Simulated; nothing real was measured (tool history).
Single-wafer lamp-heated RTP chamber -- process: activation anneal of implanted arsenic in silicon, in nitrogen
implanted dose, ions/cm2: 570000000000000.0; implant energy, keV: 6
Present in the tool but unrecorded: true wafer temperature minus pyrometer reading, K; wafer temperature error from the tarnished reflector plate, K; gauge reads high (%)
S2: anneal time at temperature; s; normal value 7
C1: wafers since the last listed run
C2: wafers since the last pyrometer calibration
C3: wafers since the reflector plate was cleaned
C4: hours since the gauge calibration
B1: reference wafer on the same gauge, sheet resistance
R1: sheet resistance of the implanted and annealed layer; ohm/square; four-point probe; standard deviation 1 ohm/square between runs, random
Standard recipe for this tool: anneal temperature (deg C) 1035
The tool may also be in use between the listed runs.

{"run": 1, "hour": 0.0, "anneal temperature (deg C)": 1048, "S2": 7, "C1": 0, "C2": 2004, "C3": 1332, "C4": 271.3, "B1": 263.93, "R1": 213.61}
{"run": 2, "hour": 34.9, "anneal temperature (deg C)": 1048, "S2": 7, "C1": 730, "C2": 2734, "C3": 2062, "C4": 306.2, "B1": 263.93, "R1": 215.86}
{"hour": 63.0, "done": "pyrometer window cleaned and pyrometer calibrated"}
{"run": 3, "hour": 92.0, "anneal temperature (deg C)": 1035, "S2": 8, "C1": 1027, "C2": 606, "C3": 3089, "C4": 363.3, "B1": 263.96, "R1": 219.26}
{"run": 4, "hour": 117.7, "anneal temperature (deg C)": 1035, "S2": 8, "C1": 537, "C2": 1144, "C3": 3626, "C4": 389, "B1": 264.16, "R1": 216.66}
{"run": 5, "hour": 173.7, "anneal temperature (deg C)": 1035, "S2": 7, "C1": 1171, "C2": 2315, "C3": 4798, "C4": 445, "B1": 264.26, "R1": 217.96}
{"hour": 218.3, "done": "pyrometer window cleaned and pyrometer calibrated"}
{"run": 6, "hour": 242.1, "anneal temperature (deg C)": 1035, "S2": 7, "C1": 1263, "C2": 497, "C3": 6061, "C4": 513.4, "B1": 263.99, "R1": 218.46}
{"hour": 247.4, "done": "gauge calibrated"}
{"hour": 317.9, "done": "reflector plate cleaned"}
{"run": 7, "hour": 318.4, "anneal temperature (deg C)": 1035, "S2": 7, "C1": 1428, "C2": 1926, "C3": 10, "C4": 71, "B1": 263.85, "R1": 221.58}
{"hour": 355.2, "done": "pyrometer window cleaned and pyrometer calibrated"}
{"run": 8, "hour": 377.2, "anneal temperature (deg C)": 1035, "S2": 7, "C1": 1062, "C2": 459, "C3": 1072, "C4": 129.8, "B1": 263.72, "R1": 221.24}
{"run": 9, "hour": 426.1, "anneal temperature (deg C)": 1035, "S2": 11, "C1": 1022, "C2": 1482, "C3": 2095, "C4": 178.7, "B1": 263.99, "R1": 210.98}
{"run": 10, "hour": 475.0, "anneal temperature (deg C)": 1057, "S2": 5, "C1": 1022, "C2": 2505, "C3": 3118, "C4": 227.6, "B1": 263.95, "R1": 218.08}
{"hour": 502.6, "done": "pyrometer window cleaned and pyrometer calibrated"}
{"run": 11, "hour": 543.7, "anneal temperature (deg C)": 1014, "S2": 9, "C1": 1269, "C2": 860, "C3": 4388, "C4": 296.3, "B1": 264.01, "R1": 224.36}
{"run": 12, "hour": 577.3, "anneal temperature (deg C)": 1056, "S2": 8, "C1": 702, "C2": 1563, "C3": 5091, "C4": 329.9, "B1": 263.83, "R1": 205.11}
{"run": 13, "hour": 635.8, "anneal temperature (deg C)": 1053, "S2": 11, "C1": 1223, "C2": 2786, "C3": 6314, "C4": 388.4, "B1": 264.13, "R1": 201.24}
{"hour": 654.2, "done": "reflector plate cleaned"}
{"hour": 676.2, "done": "pyrometer window cleaned and pyrometer calibrated"}
{"run": 14, "hour": 689.4, "anneal temperature (deg C)": 1014, "S2": 10, "C1": 786, "C2": 275, "C3": 568, "C4": 442, "B1": 263.77, "R1": 223.69}
{"run": 15, "hour": 718.7, "anneal temperature (deg C)": 1006, "S2": 7, "C1": 612, "C2": 888, "C3": 1181, "C4": 471.3, "B1": 263.99, "R1": 233.71}
{"run": 16, "hour": 770.5, "anneal temperature (deg C)": 1035, "S2": 7, "C1": 1083, "C2": 1971, "C3": 2264, "C4": 523.1, "B1": 264, "R1": 220.77}

Each row is a separate what-if for the run after 16, all from the same tool condition, not one after another. Results?
{"run": "A", "hour": 770.9, "anneal temperature (deg C)": 1035, "S2": 7, "C1": 8, "C2": 1980, "C3": 2273, "C4": 523.5, "B1": "?", "R1": "?"}
{"run": "B", "hour": 770.9, "anneal temperature (deg C)": 1050, "S2": 6, "C1": 8, "C2": 1980, "C3": 2273, "C4": 523.5, "B1": "?", "R1": "?"}
{"run": "C", "hour": 770.9, "anneal temperature (deg C)": 1035, "S2": 3, "C1": 8, "C2": 1980, "C3": 2273, "C4": 523.5, "B1": "?", "R1": "?"}
{"run": "D", "hour": 770.9, "anneal temperature (deg C)": 1062, "S2": 11, "C1": 8, "C2": 1980, "C3": 2273, "C4": 523.5, "B1": "?", "R1": "?"}

run=A B1=264.24 R1=221.23
run=B B1=264.24 R1=217.19
run=C B1=264.24 R1=239.42
run=D B1=264.24 R1=199.56
The same runs, with their run-to-run variation unchanged, on a tool lacking any hidden condition would have given:
run=A R1=222.93
run=B R1=218.84
run=C R1=241.11
run=D R1=200.99
